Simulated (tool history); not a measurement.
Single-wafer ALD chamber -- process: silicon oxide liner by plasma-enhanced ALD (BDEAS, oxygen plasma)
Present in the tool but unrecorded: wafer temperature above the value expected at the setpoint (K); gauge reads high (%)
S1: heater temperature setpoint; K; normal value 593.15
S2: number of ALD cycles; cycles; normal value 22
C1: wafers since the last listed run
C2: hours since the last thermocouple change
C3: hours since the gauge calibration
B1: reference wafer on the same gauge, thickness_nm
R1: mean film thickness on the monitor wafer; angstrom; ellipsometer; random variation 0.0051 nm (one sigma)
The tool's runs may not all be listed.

Run 1, hour 0.0: usual settings; C1 0; C2 739.4; C3 404.4; B1 1.670. Result: R1 20.57 angstrom.
Run 2, hour 62.7: usual settings; C1 1088; C2 802.1; C3 467.1; B1 1.669. Result: R1 20.54 angstrom.
Run 3, hour 126.2: usual settings; C1 1101; C2 865.6; C3 530.6; B1 1.670. Result: R1 20.50 angstrom.
Run 4, hour 196.9: usual settings but S1 583.15 K; C1 1226; C2 936.3; C3 601.3; B1 1.671. Result: R1 20.82 angstrom.
Run 5, hour 264.0: usual settings; C1 1164; C2 1003.4; C3 668.4; B1 1.669. Result: R1 20.47 angstrom.
Run 6, hour 350.5: usual settings; C1 1501; C2 1089.9; C3 754.9; B1 1.670. Result: R1 20.52 angstrom.
Run 7, hour 405.9: usual settings; C1 961; C2 1145.3; C3 810.3; B1 1.671. Result: R1 20.43 angstrom.
Run 8, hour 468.9: usual settings but S1 587.15 K; C1 1093; C2 1208.3; C3 873.3; B1 1.670. Result: R1 20.60 angstrom.
Run 9, hour 511.5: usual settings but S1 587.15 K; C1 739; C2 1250.9; C3 915.9; B1 1.668. Result: R1 20.60 angstrom.
Run 10, hour 538.5: usual settings but S1 587.15 K; C1 468; C2 1277.9; C3 942.9; B1 1.670. Result: R1 20.58 angstrom.
Run 11, hour 590.4: usual settings but S1 601.15 K; C1 900; C2 1329.8; C3 994.8; B1 1.671. Result: R1 20.17 angstrom.
Run 12, hour 654.0: usual settings but S1 601.15 K; C1 1103; C2 1393.4; C3 1058.4; B1 1.670. Result: R1 20.11 angstrom.
Run 13, hour 710.1: usual settings; C1 973; C2 1449.5; C3 1114.5; B1 1.671. Result: R1 20.40 angstrom.
At hour 726.7: gauge calibrated.
Run 14, hour 767.1: usual settings; C1 989; C2 1506.5; C3 40.4; B1 1.669. Result: R1 20.29 angstrom.
Run 15, hour 808.2: usual settings but S1 598.15 K, S2 18 cycles; C1 713; C2 1547.6; C3 81.5; B1 1.670. Result: R1 16.59 angstrom.
At hour 854.0: thermocouple changed; heater temperature recalibrated.
Run 16, hour 854.5: usual settings but S1 585.15 K, S2 20 cycles; C1 664; C2 0.5; C3 127.8; B1 1.669. Result: R1 18.95 angstrom.
Run 17, hour 902.7: usual settings; C1 836; C2 48.7; C3 176.0; B1 1.670. Result: R1 20.58 angstrom.
Run 18, hour 935.1: usual settings; C1 562; C2 81.1; C3 208.4; B1 1.670. Result: R1 20.45 angstrom.
Run 19, hour 993.6: usual settings but S1 587.15 K, S2 24 cycles; C1 1015; C2 139.6; C3 266.9; B1 1.670. Result: R1 22.72 angstrom.
Run 20, hour 1020.9: usual settings but S1 600.15 K, S2 25 cycles; C1 473; C2 166.9; C3 294.2; B1 1.671. Result: R1 23.20 angstrom.
Run 21, hour 1063.9: usual settings but S1 600.15 K, S2 20 cycles; C1 746; C2 209.9; C3 337.2; B1 1.668. Result: R1 18.45 angstrom.
Run 22, hour 1129.6: usual settings but S1 587.15 K, S2 23 cycles; C1 1140; C2 275.6; C3 402.9; B1 1.671. Result: R1 21.72 angstrom.

Forecast run 23:
Run 23, hour 1165.9: usual settings but S1 600.15 K, S2 20 cycles; C1 629; C2 311.9; C3 439.2; B1 ?. Result: R1 ?.

B1: 1.670
R1: 18.48 angstrom
Take away the tool's hidden state, keep the run-to-run variation as it was, and the same run would have given R1 18.53 angstrom.

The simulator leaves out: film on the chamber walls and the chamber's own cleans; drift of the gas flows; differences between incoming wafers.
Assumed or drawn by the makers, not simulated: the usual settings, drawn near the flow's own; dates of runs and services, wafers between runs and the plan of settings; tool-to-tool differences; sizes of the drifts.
